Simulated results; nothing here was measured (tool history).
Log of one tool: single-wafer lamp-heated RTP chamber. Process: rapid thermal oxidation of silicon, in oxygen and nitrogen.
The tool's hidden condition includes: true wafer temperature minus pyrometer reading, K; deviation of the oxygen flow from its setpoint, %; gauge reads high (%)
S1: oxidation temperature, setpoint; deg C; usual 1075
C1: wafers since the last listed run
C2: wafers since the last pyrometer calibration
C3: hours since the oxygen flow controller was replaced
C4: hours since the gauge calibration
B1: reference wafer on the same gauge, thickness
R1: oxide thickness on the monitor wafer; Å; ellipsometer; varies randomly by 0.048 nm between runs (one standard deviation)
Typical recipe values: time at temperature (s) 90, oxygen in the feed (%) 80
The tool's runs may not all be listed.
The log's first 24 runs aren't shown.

run 25 hour=1193.3 | S1=1096 time_at_temperature_(s)=67 oxygen_in_the_feed_(%)=98 | C1=477 C2=799 C3=466.2 C4=689 | B1=9.28 | R1=122.83
run 26 hour=1243.3 | S1=1075 time_at_temperature_(s)=90 oxygen_in_the_feed_(%)=80 | C1=300 C2=1099 C3=516.2 C4=739 | B1=9.286 | R1=115.6
run 27 hour=1305.2 | S1=1085 time_at_temperature_(s)=90 oxygen_in_the_feed_(%)=55 | C1=371 C2=1471 C3=578.1 C4=800.9 | B1=9.304 | R1=107.6
run 28 hour=1338.8 | S1=1094 time_at_temperature_(s)=90 oxygen_in_the_feed_(%)=58 | C1=201 C2=1673 C3=611.7 C4=834.5 | B1=9.316 | R1=117.2
run 29 hour=1407.6 | S1=1075 time_at_temperature_(s)=76 oxygen_in_the_feed_(%)=98 | C1=413 C2=2086 C3=680.5 C4=903.3 | B1=9.3 | R1=116.64
run 30 hour=1469 | S1=1075 time_at_temperature_(s)=90 oxygen_in_the_feed_(%)=98 | C1=368 C2=2455 C3=741.9 C4=964.7 | B1=9.316 | R1=125.15
-- hour=1498.5 pyrometer window cleaned and pyrometer calibrated
run 31 hour=1510.7 | S1=1075 time_at_temperature_(s)=90 oxygen_in_the_feed_(%)=98 | C1=202 C2=73 C3=783.6 C4=1006.4 | B1=9.297 | R1=123.86
run 32 hour=1545.4 | S1=1075 time_at_temperature_(s)=105 oxygen_in_the_feed_(%)=68 | C1=208 C2=281 C3=818.3 C4=1041.1 | B1=9.298 | R1=116.21
run 33 hour=1615.1 | S1=1048 time_at_temperature_(s)=54 oxygen_in_the_feed_(%)=80 | C1=418 C2=700 C3=888 C4=1110.8 | B1=9.3 | R1=76.83
run 34 hour=1680.3 | S1=1101 time_at_temperature_(s)=90 oxygen_in_the_feed_(%)=94 | C1=391 C2=1092 C3=953.2 C4=1176 | B1=9.301 | R1=144.83
run 35 hour=1718.5 | S1=1075 time_at_temperature_(s)=90 oxygen_in_the_feed_(%)=80 | C1=229 C2=1321 C3=991.4 C4=1214.2 | B1=9.285 | R1=115.8
run 36 hour=1761.4 | S1=1075 time_at_temperature_(s)=90 oxygen_in_the_feed_(%)=80 | C1=257 C2=1579 C3=1034.3 C4=1257.1 | B1=9.295 | R1=116.25
run 37 hour=1819.6 | S1=1075 time_at_temperature_(s)=71 oxygen_in_the_feed_(%)=80 | C1=349 C2=1929 C3=1092.5 C4=1315.3 | B1=9.288 | R1=103.42

Predict each of these 5 candidate next runs independently; none follows another, all start after run 37:
run A hour=1820 | S1=1075 time_at_temperature_(s)=90 oxygen_in_the_feed_(%)=61 | C1=2 C2=1931 C3=1092.9 C4=1315.7 | B1=? | R1=?
run B hour=1820 | S1=1075 time_at_temperature_(s)=90 oxygen_in_the_feed_(%)=71 | C1=2 C2=1931 C3=1092.9 C4=1315.7 | B1=? | R1=?
run C hour=1820 | S1=1050 time_at_temperature_(s)=130 oxygen_in_the_feed_(%)=54 | C1=2 C2=1931 C3=1092.9 C4=1315.7 | B1=? | R1=?
run D hour=1820 | S1=1095 time_at_temperature_(s)=118 oxygen_in_the_feed_(%)=97 | C1=2 C2=1931 C3=1092.9 C4=1315.7 | B1=? | R1=?
run E hour=1820 | S1=1091 time_at_temperature_(s)=103 oxygen_in_the_feed_(%)=63 | C1=2 C2=1931 C3=1092.9 C4=1315.7 | B1=? | R1=?

run=A B1=9.298 R1=104.37
run=B B1=9.298 R1=110.25
run=C B1=9.298 R1=99.91
run=D B1=9.298 R1=159.23
run=E B1=9.298 R1=124.55
With the hidden condition removed and each run's random variation left untouched, the same runs would have given:
run=A R1=102.84
run=B R1=108.63
run=C R1=98.38
run=D R1=156.98
run=E R1=122.78
